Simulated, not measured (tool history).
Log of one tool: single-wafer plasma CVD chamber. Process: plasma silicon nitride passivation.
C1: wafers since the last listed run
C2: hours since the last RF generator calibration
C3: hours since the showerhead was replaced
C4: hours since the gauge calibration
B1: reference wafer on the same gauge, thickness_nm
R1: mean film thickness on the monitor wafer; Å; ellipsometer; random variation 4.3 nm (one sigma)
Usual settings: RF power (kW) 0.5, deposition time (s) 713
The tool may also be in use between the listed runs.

{"run": 1, "hour": 0.0, "RF power (kW)": 0.5, "deposition time (s)": 713, "C1": 0, "C2": 968.7, "C3": 5092.4, "C4": 501.8, "B1": 1229.905, "R1": 10075.79}
{"run": 2, "hour": 37.0, "RF power (kW)": 0.5, "deposition time (s)": 713, "C1": 106, "C2": 1005.7, "C3": 5129.4, "C4": 538.8, "B1": 1230.278, "R1": 10130.52}
{"run": 3, "hour": 97.5, "RF power (kW)": 0.5, "deposition time (s)": 713, "C1": 174, "C2": 1066.2, "C3": 5189.9, "C4": 599.3, "B1": 1229.971, "R1": 10001.2}
{"run": 4, "hour": 142.6, "RF power (kW)": 0.5, "deposition time (s)": 713, "C1": 129, "C2": 1111.3, "C3": 5235, "C4": 644.4, "B1": 1230.044, "R1": 10107.73}
{"run": 5, "hour": 211.3, "RF power (kW)": 0.5, "deposition time (s)": 713, "C1": 197, "C2": 1180, "C3": 5303.7, "C4": 713.1, "B1": 1231.504, "R1": 9956.92}
{"run": 6, "hour": 259.3, "RF power (kW)": 0.5, "deposition time (s)": 713, "C1": 138, "C2": 1228, "C3": 5351.7, "C4": 761.1, "B1": 1230.239, "R1": 10122.86}
{"run": 7, "hour": 328.0, "RF power (kW)": 0.56, "deposition time (s)": 713, "C1": 197, "C2": 1296.7, "C3": 5420.4, "C4": 829.8, "B1": 1228.41, "R1": 10521.86}
{"run": 8, "hour": 362.0, "RF power (kW)": 0.56, "deposition time (s)": 713, "C1": 97, "C2": 1330.7, "C3": 5454.4, "C4": 863.8, "B1": 1230.119, "R1": 10507.11}
{"run": 9, "hour": 426.6, "RF power (kW)": 0.56, "deposition time (s)": 713, "C1": 186, "C2": 1395.3, "C3": 5519, "C4": 928.4, "B1": 1229.317, "R1": 10461.58}
{"run": 10, "hour": 472.1, "RF power (kW)": 0.5, "deposition time (s)": 713, "C1": 131, "C2": 1440.8, "C3": 5564.5, "C4": 973.9, "B1": 1231.366, "R1": 9971.32}
{"run": 11, "hour": 542.8, "RF power (kW)": 0.5, "deposition time (s)": 713, "C1": 203, "C2": 1511.5, "C3": 5635.2, "C4": 1044.6, "B1": 1229.747, "R1": 10011.19}
{"run": 12, "hour": 591.3, "RF power (kW)": 0.5, "deposition time (s)": 713, "C1": 139, "C2": 1560, "C3": 5683.7, "C4": 1093.1, "B1": 1228.724, "R1": 10012.39}
{"run": 13, "hour": 625.9, "RF power (kW)": 0.5, "deposition time (s)": 713, "C1": 99, "C2": 1594.6, "C3": 5718.3, "C4": 1127.7, "B1": 1232.261, "R1": 10006.12}
{"run": 14, "hour": 656.6, "RF power (kW)": 0.5, "deposition time (s)": 713, "C1": 88, "C2": 1625.3, "C3": 5749, "C4": 1158.4, "B1": 1229.825, "R1": 9988.85}
{"hour": 798.9, "done": "gauge calibrated"}
{"run": 15, "hour": 861.9, "RF power (kW)": 0.5, "deposition time (s)": 713, "C1": 591, "C2": 1830.6, "C3": 5954.3, "C4": 63, "B1": 1228.746, "R1": 9968.15}
{"run": 16, "hour": 897.3, "RF power (kW)": 0.5, "deposition time (s)": 713, "C1": 102, "C2": 1866, "C3": 5989.7, "C4": 98.4, "B1": 1230.102, "R1": 10045.02}
{"hour": 948.7, "done": "showerhead replaced"}
{"run": 17, "hour": 959.2, "RF power (kW)": 0.5, "deposition time (s)": 713, "C1": 155, "C2": 1927.9, "C3": 10.5, "C4": 160.3, "B1": 1229.575, "R1": 10000.28}
{"run": 18, "hour": 984.6, "RF power (kW)": 0.465, "deposition time (s)": 713, "C1": 73, "C2": 1953.3, "C3": 35.9, "C4": 185.7, "B1": 1229.635, "R1": 9707.21}
{"hour": 1034.6, "done": "RF generator calibrated"}
{"run": 19, "hour": 1035.1, "RF power (kW)": 0.5, "deposition time (s)": 713, "C1": 122, "C2": 0.5, "C3": 86.4, "C4": 236.2, "B1": 1228.279, "R1": 10226.79}
{"run": 20, "hour": 1062.1, "RF power (kW)": 0.5, "deposition time (s)": 601, "C1": 77, "C2": 27.5, "C3": 113.4, "C4": 263.2, "B1": 1229.797, "R1": 8669.12}
{"run": 21, "hour": 1124.4, "RF power (kW)": 0.58, "deposition time (s)": 713, "C1": 179, "C2": 89.8, "C3": 175.7, "C4": 325.5, "B1": 1231.716, "R1": 10830.62}
{"run": 22, "hour": 1165.9, "RF power (kW)": 0.59, "deposition time (s)": 573, "C1": 119, "C2": 131.3, "C3": 217.2, "C4": 367, "B1": 1229.933, "R1": 8792.71}
{"run": 23, "hour": 1217.1, "RF power (kW)": 0.47, "deposition time (s)": 577, "C1": 147, "C2": 182.5, "C3": 268.4, "C4": 418.2, "B1": 1231.509, "R1": 8131.17}
{"run": 24, "hour": 1272.6, "RF power (kW)": 0.41, "deposition time (s)": 807, "C1": 159, "C2": 238, "C3": 323.9, "C4": 473.7, "B1": 1229.482, "R1": 10565.81}
{"run": 25, "hour": 1302.0, "RF power (kW)": 0.5, "deposition time (s)": 713, "C1": 84, "C2": 267.4, "C3": 353.3, "C4": 503.1, "B1": 1229.774, "R1": 10220.67}
{"run": 26, "hour": 1326.6, "RF power (kW)": 0.565, "deposition time (s)": 787, "C1": 70, "C2": 292, "C3": 377.9, "C4": 527.7, "B1": 1229.683, "R1": 11782.83}
{"run": 27, "hour": 1393.3, "RF power (kW)": 0.565, "deposition time (s)": 800, "C1": 192, "C2": 358.7, "C3": 444.6, "C4": 594.4, "B1": 1229.978, "R1": 11907.86}
{"run": 28, "hour": 1462.7, "RF power (kW)": 0.46, "deposition time (s)": 806, "C1": 199, "C2": 428.1, "C3": 514, "C4": 663.8, "B1": 1229.028, "R1": 11081.23}
{"run": 29, "hour": 1527.3, "RF power (kW)": 0.46, "deposition time (s)": 713, "C1": 186, "C2": 492.7, "C3": 578.6, "C4": 728.4, "B1": 1229.494, "R1": 9795.54}
{"run": 30, "hour": 1597.4, "RF power (kW)": 0.435, "deposition time (s)": 773, "C1": 201, "C2": 562.8, "C3": 648.7, "C4": 798.5, "B1": 1229.589, "R1": 10315.61}
{"run": 31, "hour": 1651.9, "RF power (kW)": 0.5, "deposition time (s)": 713, "C1": 157, "C2": 617.3, "C3": 703.2, "C4": 853, "B1": 1229.172, "R1": 10077.49}
{"run": 32, "hour": 1697.9, "RF power (kW)": 0.44, "deposition time (s)": 793, "C1": 132, "C2": 663.3, "C3": 749.2, "C4": 899, "B1": 1231.243, "R1": 10619.14}
{"run": 33, "hour": 1769.1, "RF power (kW)": 0.5, "deposition time (s)": 713, "C1": 205, "C2": 734.5, "C3": 820.4, "C4": 970.2, "B1": 1229.772, "R1": 10015.24}
{"run": 34, "hour": 1831.6, "RF power (kW)": 0.58, "deposition time (s)": 647, "C1": 180, "C2": 797, "C3": 882.9, "C4": 1032.7, "B1": 1230.741, "R1": 9743.04}
{"run": 35, "hour": 1882.9, "RF power (kW)": 0.5, "deposition time (s)": 661, "C1": 147, "C2": 848.3, "C3": 934.2, "C4": 1084, "B1": 1230.404, "R1": 9364.49}
{"run": 36, "hour": 1950.0, "RF power (kW)": 0.525, "deposition time (s)": 783, "C1": 193, "C2": 915.4, "C3": 1001.3, "C4": 1151.1, "B1": 1229.954, "R1": 11182.98}
{"hour": 1984.0, "done": "gauge calibrated"}
{"run": 37, "hour": 2010.6, "RF power (kW)": 0.5, "deposition time (s)": 713, "C1": 174, "C2": 976, "C3": 1061.9, "C4": 26.6, "B1": 1230.012, "R1": 10011.02}
{"run": 38, "hour": 2066.4, "RF power (kW)": 0.47, "deposition time (s)": 784, "C1": 160, "C2": 1031.8, "C3": 1117.7, "C4": 82.4, "B1": 1229.057, "R1": 10720.91}
{"run": 39, "hour": 2090.9, "RF power (kW)": 0.55, "deposition time (s)": 653, "C1": 70, "C2": 1056.3, "C3": 1142.2, "C4": 106.9, "B1": 1230.148, "R1": 9525.88}
{"run": 40, "hour": 2123.8, "RF power (kW)": 0.56, "deposition time (s)": 675, "C1": 94, "C2": 1089.2, "C3": 1175.1, "C4": 139.8, "B1": 1229.228, "R1": 9979.36}

3 ways to go on from here, each from the tool as it stands after run 40. What would each give?
{"run": "A", "hour": 2124.4, "RF power (kW)": 0.575, "deposition time (s)": 713, "C1": 1, "C2": 1089.8, "C3": 1175.7, "C4": 140.4, "B1": "?", "R1": "?"}
{"run": "B", "hour": 2124.4, "RF power (kW)": 0.54, "deposition time (s)": 577, "C1": 1, "C2": 1089.8, "C3": 1175.7, "C4": 140.4, "B1": "?", "R1": "?"}
{"run": "C", "hour": 2124.4, "RF power (kW)": 0.585, "deposition time (s)": 810, "C1": 1, "C2": 1089.8, "C3": 1175.7, "C4": 140.4, "B1": "?", "R1": "?"}

run=A B1=1231.206 R1=10538.56
run=B B1=1231.206 R1=8321.59
run=C B1=1231.206 R1=12052.28
Without the tool's hidden state the same runs would have given:
run=A R1=10899.03
run=B R1=8606.23
run=C R1=12464.52
